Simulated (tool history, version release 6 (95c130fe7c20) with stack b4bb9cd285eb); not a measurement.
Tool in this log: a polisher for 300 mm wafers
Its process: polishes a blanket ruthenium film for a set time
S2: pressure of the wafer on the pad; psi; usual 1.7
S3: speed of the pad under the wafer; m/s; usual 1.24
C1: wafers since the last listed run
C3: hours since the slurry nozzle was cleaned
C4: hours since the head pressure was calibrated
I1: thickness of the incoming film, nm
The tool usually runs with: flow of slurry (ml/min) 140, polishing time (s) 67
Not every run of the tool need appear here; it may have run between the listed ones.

Run 1, hour 0.0: usual settings but S3 1.48 m/s, polishing time (s) 57; C1 0; wafers polished on this pad 1664; C3 235.8; C4 666.6; I1 517.2. Result: film removed (nm) 59.8.
Run 2, hour 19.2: usual settings; C1 210; wafers polished on this pad 1874; C3 255.0; C4 685.8; I1 520.4. Result: film removed (nm) 57.6.
At hour 36.6: worn pad replaced by a new one.
Run 3, hour 50.7: usual settings; C1 301; wafers polished on this pad 154; C3 286.5; C4 717.3; I1 520.7. Result: film removed (nm) 64.3.
Run 4, hour 137.2: usual settings but polishing time (s) 60; C1 947; wafers polished on this pad 1102; C3 373.0; C4 803.8; I1 519.8. Result: film removed (nm) 54.2.
Run 5, hour 151.6: usual settings but polishing time (s) 60; C1 157; wafers polished on this pad 1260; C3 387.4; C4 818.2; I1 518.5. Result: film removed (nm) 53.9.
Run 6, hour 166.3: usual settings; C1 161; wafers polished on this pad 1421; C3 402.1; C4 832.9; I1 517.3. Result: film removed (nm) 59.8.
Run 7, hour 186.9: usual settings but S3 1.34 m/s; C1 225; wafers polished on this pad 1646; C3 422.7; C4 853.5; I1 525.4. Result: film removed (nm) 63.7.
At hour 203.2: worn pad replaced by a new one.
Run 8, hour 216.0: usual settings but S3 1.34 m/s; C1 274; wafers polished on this pad 139; C3 451.8; C4 882.6; I1 520.1. Result: film removed (nm) 71.5.
Run 9, hour 240.3: usual settings; C1 266; wafers polished on this pad 406; C3 476.1; C4 906.9; I1 520.6. Result: film removed (nm) 63.6.
Run 10, hour 274.7: usual settings; C1 376; wafers polished on this pad 782; C3 510.5; C4 941.3; I1 529.3. Result: film removed (nm) 63.1.
Run 11, hour 302.8: usual settings; C1 307; wafers polished on this pad 1090; C3 538.6; C4 969.4; I1 523.7. Result: film removed (nm) 61.2.
Run 12, hour 322.2: usual settings but S3 1.38 m/s; C1 212; wafers polished on this pad 1303; C3 558.0; C4 988.8; I1 510.5. Result: film removed (nm) 67.5.
Run 13, hour 342.8: usual settings; C1 225; wafers polished on this pad 1528; C3 578.6; C4 1009.4; I1 521.8. Result: film removed (nm) 60.7.
At hour 357.5: worn pad replaced by a new one.
Run 14, hour 365.7: usual settings but S3 1.06 m/s; C1 207; wafers polished on this pad 89; C3 601.5; C4 1032.3; I1 524.5. Result: film removed (nm) 55.0.
Run 15, hour 392.8: usual settings but S3 1.06 m/s; C1 296; wafers polished on this pad 386; C3 628.6; C4 1059.4; I1 527.1. Result: film removed (nm) 54.6.
Run 16, hour 422.0: usual settings but S2 2.0 psi; C1 319; wafers polished on this pad 706; C3 657.8; C4 1088.6; I1 517.5. Result: film removed (nm) 70.1.
At hour 434.8: head pressure recalibrated.
Run 17, hour 437.9: usual settings but S2 2.0 psi; C1 152; wafers polished on this pad 858; C3 673.7; C4 3.1; I1 513.5. Result: film removed (nm) 69.3.
Run 18, hour 458.3: usual settings but S3 1.52 m/s; C1 223; wafers polished on this pad 1081; C3 694.1; C4 23.5; I1 518.2. Result: film removed (nm) 75.5.
Run 19, hour 487.5: usual settings but S2 1.1 psi, S3 1.60 m/s; C1 319; wafers polished on this pad 1401; C3 723.3; C4 52.7; I1 526.1. Result: film removed (nm) 62.4.
Run 20, hour 507.7: usual settings; C1 221; wafers polished on this pad 1623; C3 743.5; C4 72.9; I1 523.7. Result: film removed (nm) 60.1.
At hour 512.8: worn pad replaced by a new one.
Run 21, hour 539.1: usual settings but S2 1.9 psi, S3 0.98 m/s; C1 300; wafers polished on this pad 288; C3 774.9; C4 104.3; I1 521.6. Result: film removed (nm) 55.3.
Run 22, hour 559.4: usual settings but flow of slurry (ml/min) 120; C1 222; wafers polished on this pad 510; C3 795.2; C4 124.6; I1 516.4. Result: film removed (nm) 63.1.
At hour 565.8: slurry nozzle cleaned.
Run 23, hour 577.5: usual settings but flow of slurry (ml/min) 185, S2 2.3 psi, S3 1.06 m/s, polishing time (s) 90; C1 187; wafers polished on this pad 698; C3 11.7; C4 142.7; I1 524.5. Result: film removed (nm) 90.5.
Run 24, hour 610.2: usual settings but S2 1.9 psi, S3 0.96 m/s, polishing time (s) 54; C1 358; wafers polished on this pad 1056; C3 44.4; C4 175.4; I1 509.9. Result: film removed (nm) 40.9.
Run 25, hour 633.1: usual settings but S2 2.0 psi, S3 0.90 m/s, polishing time (s) 84; C1 250; wafers polished on this pad 1307; C3 67.3; C4 198.3; I1 517.5. Result: film removed (nm) 60.6.
Run 26, hour 666.0: usual settings but S3 1.62 m/s, polishing time (s) 57; C1 360; wafers polished on this pad 1667; C3 100.2; C4 231.2; I1 512.9. Result: film removed (nm) 65.2.
At hour 686.7: worn pad replaced by a new one.
Run 27, hour 701.9: usual settings but flow of slurry (ml/min) 115, S2 2.3 psi, S3 0.82 m/s, polishing time (s) 74; C1 349; wafers polished on this pad 166; C3 136.1; C4 267.1; I1 518.2. Result: film removed (nm) 54.9.
Run 28, hour 727.1: usual settings but S3 1.50 m/s; C1 276; wafers polished on this pad 443; C3 161.3; C4 292.3; I1 532.1. Result: film removed (nm) 78.4.
Run 29, hour 751.0: usual settings; C1 261; wafers polished on this pad 704; C3 185.2; C4 316.2; I1 515.2. Result: film removed (nm) 63.4.
Run 30, hour 782.4: usual settings; C1 343; wafers polished on this pad 1048; C3 216.6; C4 347.6; I1 521.5. Result: film removed (nm) 60.8.
Run 31, hour 804.8: usual settings but S3 0.86 m/s, polishing time (s) 80; C1 245; wafers polished on this pad 1294; C3 239.0; C4 370.0; I1 518.2. Result: film removed (nm) 50.2.
Run 32, hour 822.4: usual settings but S3 1.52 m/s; C1 192; wafers polished on this pad 1486; C3 256.6; C4 387.6; I1 527.2. Result: film removed (nm) 72.5.
Run 33, hour 836.0: usual settings; C1 148; wafers polished on this pad 1635; C3 270.2; C4 401.2; I1 514.4. Result: film removed (nm) 58.5.
At hour 849.8: worn pad replaced by a new one.
Run 34, hour 864.4: usual settings but flow of slurry (ml/min) 120, S2 1.3 psi, S3 0.86 m/s, polishing time (s) 51; C1 267; wafers polished on this pad 159; C3 298.6; C4 429.6; I1 519.9. Result: film removed (nm) 28.7.
Run 35, hour 895.4: usual settings but flow of slurry (ml/min) 165, S3 1.46 m/s; C1 339; wafers polished on this pad 499; C3 329.6; C4 460.6; I1 515.8. Result: film removed (nm) 74.2.

Some steps in film removed (nm), run to run, broken into two amounts with sign: the step expected even without the hidden condition (settings, incoming material, random variation), and the rest, left for the hidden condition together with whatever gauge scatter is not in both the measured and the hidden-condition-free result:
Hidden state at play: removal rate lost through wear of the pad, %; slurry flow missing at the pad, %; deviation of the head's pressure from its setpoint, %.
Run 2 -> 3: worn pad replaced by a new one. film removed (nm) +6.7: hidden state +6.3, all else +0.4.
Run 7 -> 8: worn pad replaced by a new one. film removed (nm) +7.8: hidden state +6.4, all else +1.4.
Run 23 -> 24: flow of slurry (ml/min) 185 -> 140, S2 2.3 -> 1.9, S3 1.06 -> 0.96, polishing time (s) 90 -> 54. film removed (nm) -49.6: hidden state +1.3, all else -50.9.
Run 33 -> 34: flow of slurry (ml/min) 140 -> 120, S2 1.7 -> 1.3, S3 1.24 -> 0.86, polishing time (s) 67 -> 51, worn pad replaced by a new one. film removed (nm) -29.8: hidden state +6.0, all else -35.8.
Run 34 -> 35: flow of slurry (ml/min) 120 -> 165, S2 1.3 -> 1.7, S3 0.86 -> 1.46, polishing time (s) 51 -> 67. film removed (nm) +45.5: hidden state -3.2, all else +48.7.
